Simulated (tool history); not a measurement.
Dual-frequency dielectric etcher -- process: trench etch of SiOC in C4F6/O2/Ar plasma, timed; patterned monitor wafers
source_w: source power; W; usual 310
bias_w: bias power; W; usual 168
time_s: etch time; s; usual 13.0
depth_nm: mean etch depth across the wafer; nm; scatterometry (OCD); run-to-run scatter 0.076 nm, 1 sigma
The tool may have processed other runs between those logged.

| run | hour | source_w | bias_w | time_s | wafers since the last listed run | hours since the last wet clean | hours since the last source power generator calibration | hours since the last bias power generator calibration | hours since the last upper electrode change | hours since the gauge calibration | read-back reference wafer on the same gauge, depth_nm | depth_nm |
|---|---|---|---|---|---|---|---|---|---|---|---|---|
| 1 | 0.0 | 290 | 168 | 13.0 | 0 | 121.8 | 2051.8 | 2947.2 | 2451.6 | 1033.0 | 21.13 | 24.26 |
| 2 | 65.0 | 290 | 168 | 13.0 | 1010 | 186.8 | 2116.8 | 3012.2 | 2516.6 | 1098.0 | 21.09 | 24.20 |
| 3 | 169.4 | 290 | 168 | 13.0 | 1623 | 291.2 | 2221.2 | 3116.6 | 2621.0 | 1202.4 | 21.12 | 24.25 |
|  | 303.2 | bias power generator calibrated |
| 4 | 350.4 | 310 | 185 | 13.0 | 2752 | 472.2 | 2402.2 | 47.2 | 2802.0 | 1383.4 | 21.14 | 25.31 |
| 5 | 397.2 | 310 | 185 | 13.0 | 727 | 519.0 | 2449.0 | 94.0 | 2848.8 | 1430.2 | 21.10 | 25.26 |
|  | 439.4 | wet clean of the chamber |
| 6 | 454.5 | 360 | 155 | 13.0 | 517 | 15.1 | 2506.3 | 151.3 | 2906.1 | 1487.5 | 21.09 | 24.51 |
|  | 482.8 | upper electrode replaced |
| 7 | 662.1 | 380 | 207 | 9.0 | 2854 | 222.7 | 2713.9 | 358.9 | 179.3 | 1695.1 | 21.09 | 19.18 |
| 8 | 862.8 | 310 | 189 | 13.0 | 3120 | 423.4 | 2914.6 | 559.6 | 380.0 | 1895.8 | 21.10 | 25.54 |
|  | 888.5 | bias power generator calibrated, repeated, since the last time left the tool worse |
|  | 894.1 | source power generator calibrated |
| 9 | 928.9 | 250 | 147 | 15.5 | 903 | 489.5 | 34.8 | 40.4 | 446.1 | 1961.9 | 21.08 | 26.76 |
| 10 | 968.9 | 280 | 127 | 11.0 | 621 | 529.5 | 74.8 | 80.4 | 486.1 | 2001.9 | 21.07 | 18.43 |
|  | 973.8 | gauge calibrated |
|  | 1007.3 | wet clean of the chamber |
| 11 | 1009.3 | 380 | 188 | 10.0 | 255 | 2.0 | 115.2 | 120.8 | 526.5 | 35.5 | 21.14 | 21.06 |
| 12 | 1044.2 | 310 | 168 | 13.0 | 542 | 36.9 | 150.1 | 155.7 | 561.4 | 70.4 | 21.11 | 24.90 |
| 13 | 1095.4 | 310 | 168 | 13.0 | 796 | 88.1 | 201.3 | 206.9 | 612.6 | 121.6 | 21.12 | 24.94 |
| 14 | 1145.9 | 310 | 168 | 13.0 | 785 | 138.6 | 251.8 | 257.4 | 663.1 | 172.1 | 21.08 | 24.88 |
| 15 | 1204.9 | 310 | 168 | 13.0 | 917 | 197.6 | 310.8 | 316.4 | 722.1 | 231.1 | 21.11 | 24.87 |
| 16 | 1259.6 | 310 | 168 | 14.0 | 850 | 252.3 | 365.5 | 371.1 | 776.8 | 285.8 | 21.10 | 26.95 |
| 17 | 1322.4 | 310 | 138 | 13.0 | 976 | 315.1 | 428.3 | 433.9 | 839.6 | 348.6 | 21.09 | 23.04 |
| 18 | 1383.3 | 260 | 152 | 12.0 | 946 | 376.0 | 489.2 | 494.8 | 900.5 | 409.5 | 21.11 | 21.05 |
| 19 | 1411.1 | 240 | 146 | 15.5 | 432 | 403.8 | 517.0 | 522.6 | 928.3 | 437.3 | 21.10 | 26.44 |
|  | 1485.0 | wet clean of the chamber |
| 20 | 1485.5 | 250 | 168 | 13.0 | 783 | 0.5 | 591.4 | 597.0 | 1002.7 | 511.7 | 21.10 | 23.59 |
| 21 | 1491.2 | 280 | 168 | 11.0 | 88 | 6.2 | 597.1 | 602.7 | 1008.4 | 517.4 | 21.10 | 20.36 |
| 22 | 1543.1 | 380 | 168 | 10.5 | 807 | 58.1 | 649.0 | 654.6 | 1060.3 | 569.3 | 21.09 | 21.10 |
| 23 | 1592.9 | 310 | 145 | 11.0 | 774 | 107.9 | 698.8 | 704.4 | 1110.1 | 619.1 | 21.09 | 19.74 |
| 24 | 1633.7 | 310 | 156 | 15.0 | 634 | 148.7 | 739.6 | 745.2 | 1150.9 | 659.9 | 21.09 | 27.92 |
| 25 | 1700.4 | 250 | 205 | 9.5 | 1037 | 215.4 | 806.3 | 811.9 | 1217.6 | 726.6 | 21.11 | 18.72 |
| 26 | 1741.5 | 310 | 168 | 13.0 | 639 | 256.5 | 847.4 | 853.0 | 1258.7 | 767.7 | 21.09 | 24.85 |
| 27 | 1804.9 | 310 | 194 | 16.0 | 985 | 319.9 | 910.8 | 916.4 | 1322.1 | 831.1 | 21.10 | 32.39 |
| 28 | 1843.0 | 310 | 147 | 10.5 | 592 | 358.0 | 948.9 | 954.5 | 1360.2 | 869.2 | 21.11 | 18.96 |

Forecast each of these 5 alternatives for the next run:
| A | 1843.4 | 310 | 168 | 13.0 | 6 | 358.4 | 949.3 | 954.9 | 1360.6 | 869.6 | ? | ? |
| B | 1843.4 | 370 | 196 | 11.5 | 6 | 358.4 | 949.3 | 954.9 | 1360.6 | 869.6 | ? | ? |
| C | 1843.4 | 330 | 128 | 11.5 | 6 | 358.4 | 949.3 | 954.9 | 1360.6 | 869.6 | ? | ? |
| D | 1843.4 | 310 | 181 | 16.0 | 6 | 358.4 | 949.3 | 954.9 | 1360.6 | 869.6 | ? | ? |
| E | 1843.4 | 310 | 198 | 13.0 | 6 | 358.4 | 949.3 | 954.9 | 1360.6 | 869.6 | ? | ? |

| run | read-back reference wafer on the same gauge, depth_nm | depth_nm |
|---|---|---|
| A | 21.12 | 24.83 |
| B | 21.12 | 24.44 |
| C | 21.12 | 20.02 |
| D | 21.12 | 31.48 |
| E | 21.12 | 26.52 |
Had the tool no hidden state, the same runs would have come out as:
| run | depth_nm |
|---|---|
| A | 24.98 |
| B | 24.59 |
| C | 20.13 |
| D | 31.67 |
| E | 26.68 |
